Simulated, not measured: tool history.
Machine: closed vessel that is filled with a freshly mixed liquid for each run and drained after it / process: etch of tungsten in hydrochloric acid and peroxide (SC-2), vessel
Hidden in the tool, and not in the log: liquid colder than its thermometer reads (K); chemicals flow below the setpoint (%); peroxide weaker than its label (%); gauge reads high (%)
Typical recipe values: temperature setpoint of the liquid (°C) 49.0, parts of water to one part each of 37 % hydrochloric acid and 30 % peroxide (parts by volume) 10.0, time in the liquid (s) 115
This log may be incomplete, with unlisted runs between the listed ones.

| run | hour | temperature setpoint of the liquid (°C) | parts of water to one part each of 37 % hydrochloric acid and 30 % peroxide (parts by volume) | time in the liquid (s) | wafers since the last listed run | hours since the thermometer was replaced | hours since the chemicals flow meter was replaced | hours since the drum of peroxide was connected | hours since the gauge calibration | read-back film thickness of the tungsten reference wafer, read on the same gauge (nm) | thickness taken off the tungsten on a monitor wafer (nm) |
|---|---|---|---|---|---|---|---|---|---|---|---|
| 1 | 0.0 | 49.0 | 10.0 | 150 | 0 | 532.2 | 763.6 | 1138.8 | 699.5 | 100.00 | 48.93 |
| 2 | 30.2 | 49.0 | 10.0 | 115 | 2240 | 562.4 | 793.8 | 1169.0 | 729.7 | 99.99 | 36.80 |
| 3 | 46.6 | 49.0 | 10.0 | 115 | 1216 | 578.8 | 810.2 | 1185.4 | 746.1 | 100.01 | 36.90 |
| 4 | 65.5 | 49.0 | 10.0 | 115 | 1402 | 597.7 | 829.1 | 1204.3 | 765.0 | 99.99 | 36.90 |
| 5 | 86.7 | 49.0 | 10.0 | 60 | 1572 | 618.9 | 850.3 | 1225.5 | 786.2 | 99.99 | 19.23 |
| 6 | 112.5 | 49.0 | 10.0 | 60 | 1914 | 644.7 | 876.1 | 1251.3 | 812.0 | 100.01 | 19.42 |
|  | 119.0 | chemicals flow meter replaced |
| 7 | 131.1 | 49.0 | 10.0 | 115 | 1305 | 663.3 | 12.1 | 1269.9 | 830.6 | 100.02 | 35.31 |
| 8 | 163.4 | 44.0 | 11.5 | 135 | 2396 | 695.6 | 44.4 | 1302.2 | 862.9 | 99.99 | 25.85 |
| 9 | 189.8 | 49.0 | 14.0 | 140 | 1958 | 722.0 | 70.8 | 1328.6 | 889.3 | 100.01 | 31.70 |
| 10 | 226.5 | 49.0 | 10.0 | 115 | 2722 | 758.7 | 107.5 | 1365.3 | 926.0 | 100.00 | 34.24 |
| 11 | 258.0 | 49.0 | 10.0 | 115 | 2336 | 790.2 | 139.0 | 1396.8 | 957.5 | 100.00 | 34.44 |
| 12 | 270.5 | 46.5 | 10.0 | 170 | 927 | 802.7 | 151.5 | 1409.3 | 970.0 | 99.99 | 42.82 |
|  | 274.9 | thermometer replaced |
|  | 326.8 | chemicals flow meter replaced, repeated, since the last time left the tool worse |
|  | 333.9 | new drum of peroxide connected |
| 13 | 340.1 | 49.0 | 12.5 | 150 | 4940 | 65.2 | 13.3 | 6.2 | 1039.6 | 100.01 | 42.49 |
| 14 | 364.8 | 49.0 | 7.0 | 150 | 1832 | 89.9 | 38.0 | 30.9 | 1064.3 | 99.99 | 69.21 |
|  | 370.3 | gauge calibrated |
| 15 | 392.6 | 56.5 | 13.0 | 115 | 2062 | 117.7 | 65.8 | 58.7 | 22.3 | 100.00 | 51.53 |
| 16 | 416.8 | 58.5 | 12.5 | 80 | 1795 | 141.9 | 90.0 | 82.9 | 46.5 | 99.98 | 41.77 |
| 17 | 440.2 | 55.0 | 7.5 | 115 | 1736 | 165.3 | 113.4 | 106.3 | 69.9 | 99.99 | 73.10 |
| 18 | 461.7 | 49.0 | 14.5 | 115 | 1595 | 186.8 | 134.9 | 127.8 | 91.4 | 100.01 | 28.42 |
| 19 | 479.7 | 44.0 | 10.0 | 50 | 1335 | 204.8 | 152.9 | 145.8 | 109.4 | 100.00 | 12.22 |
| 20 | 512.1 | 57.5 | 10.0 | 115 | 2403 | 237.2 | 185.3 | 178.2 | 141.8 | 100.00 | 68.45 |
| 21 | 531.4 | 49.0 | 10.0 | 145 | 1431 | 256.5 | 204.6 | 197.5 | 161.1 | 100.02 | 48.94 |
| 22 | 552.3 | 49.0 | 11.5 | 95 | 1550 | 277.4 | 225.5 | 218.4 | 182.0 | 100.01 | 28.53 |
| 23 | 564.8 | 49.0 | 6.0 | 115 | 927 | 289.9 | 238.0 | 230.9 | 194.5 | 100.00 | 57.88 |
| 24 | 592.4 | 49.0 | 6.5 | 175 | 2047 | 317.5 | 265.6 | 258.5 | 222.1 | 100.02 | 83.23 |
| 25 | 624.8 | 49.0 | 5.5 | 160 | 2403 | 349.9 | 298.0 | 290.9 | 254.5 | 100.00 | 86.05 |
| 26 | 656.0 | 40.5 | 5.5 | 115 | 2314 | 381.1 | 329.2 | 322.1 | 285.7 | 99.98 | 34.61 |
| 27 | 686.4 | 55.5 | 6.0 | 90 | 2255 | 411.5 | 359.6 | 352.5 | 316.1 | 99.99 | 69.68 |
| 28 | 714.5 | 43.5 | 10.0 | 180 | 2084 | 439.6 | 387.7 | 380.6 | 344.2 | 100.00 | 41.40 |
| 29 | 729.9 | 49.0 | 10.0 | 115 | 1142 | 455.0 | 403.1 | 396.0 | 359.6 | 99.98 | 38.16 |
| 30 | 747.8 | 40.5 | 10.0 | 115 | 1327 | 472.9 | 421.0 | 413.9 | 377.5 | 99.99 | 21.40 |

Hidden state, per run?
liquid colder than its thermometer reads (K): 0, the same for each run
peroxide weaker than its label (%): 0, the same for each run
gauge reads high (%): 0, the same for each run
H1: chemicals flow below the setpoint (%)
| run | H1 |
|---|---|
| 1 | 7.72 |
| 2 | 7.98 |
| 3 | 8.12 |
| 4 | 8.28 |
| 5 | 8.46 |
| 6 | 8.68 |
| 7 | 13.9 |
| 8 | 14.2 |
| 9 | 14.4 |
| 10 | 14.7 |
| 11 | 15 |
| 12 | 15.1 |
| 13 | 0.766 |
| 14 | 0.977 |
| 15 | 1.22 |
| 16 | 1.42 |
| 17 | 1.62 |
| 18 | 1.81 |
| 19 | 1.96 |
| 20 | 2.24 |
| 21 | 2.4 |
| 22 | 2.58 |
| 23 | 2.69 |
| 24 | 2.92 |
| 25 | 3.2 |
| 26 | 3.47 |
| 27 | 3.73 |
| 28 | 3.97 |
| 29 | 4.1 |
| 30 | 4.25 |
